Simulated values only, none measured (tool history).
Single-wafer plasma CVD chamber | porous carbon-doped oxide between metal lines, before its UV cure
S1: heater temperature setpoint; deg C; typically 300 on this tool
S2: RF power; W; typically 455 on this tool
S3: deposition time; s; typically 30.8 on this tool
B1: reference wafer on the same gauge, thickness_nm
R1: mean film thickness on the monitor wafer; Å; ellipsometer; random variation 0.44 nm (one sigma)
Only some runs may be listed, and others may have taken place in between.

run,hour,S1,S2,S3,B1,R1
1,0,300,455,30.8,153.06,1468.38
2,23,300,455,30.8,153.019,1466.58
3,47.1,307,485,30.8,152.951,1455.92
4,61.1,308,520,30.8,153.074,1513.18
5,84.5,308,520,30.8,152.909,1511.54
6,98,308,520,30.8,152.86,1509.3
7,131.3,300,455,30.8,153.09,1451.72
8,164.5,300,455,30.8,152.969,1453.74
9,178.7,300,455,30.8,152.998,1449.65
10,197.7,310,455,36,152.937,1580.24
11,211.3,296,505,30.8,153.03,1592.7
# hour 228.8: gauge calibrated
# hour 242.7: showerhead replaced
12,243.2,300,480,32.5,153.041,1579.25
13,269.8,300,455,30.8,152.983,1444.65
# hour 282: thermocouple changed; heater temperature recalibrated
# hour 285.7: RF generator calibrated
14,286.2,314,505,27,152.921,1324.83
15,316,290,430,36.8,152.918,1888.79
16,339.6,300,455,30.8,153.048,1547.95
17,367,308,425,32.8,152.848,1499.26
18,389.5,314,505,27,152.961,1324.92

For each run, the measured value with the value that run would have given without the tool's hidden condition subtracted. The run-to-run variation is shared by both, the gauge scatter possibly not:
The tool's hidden condition here consists of: wafer temperature above the value expected at the setpoint (K); delivered RF power above the setpoint (%); gauge reads high (%).
run,R1
1,-77.99
2,-80.38
3,-74.46
4,-75.55
5,-77.84
6,-79.13
7,-91.88
8,-96.04
9,-97.51
10,-108.89
11,-97.16
12,-107.83
13,-108.88
14,-3
15,-4.96
16,-3.99
17,-4.15
18,-3.31

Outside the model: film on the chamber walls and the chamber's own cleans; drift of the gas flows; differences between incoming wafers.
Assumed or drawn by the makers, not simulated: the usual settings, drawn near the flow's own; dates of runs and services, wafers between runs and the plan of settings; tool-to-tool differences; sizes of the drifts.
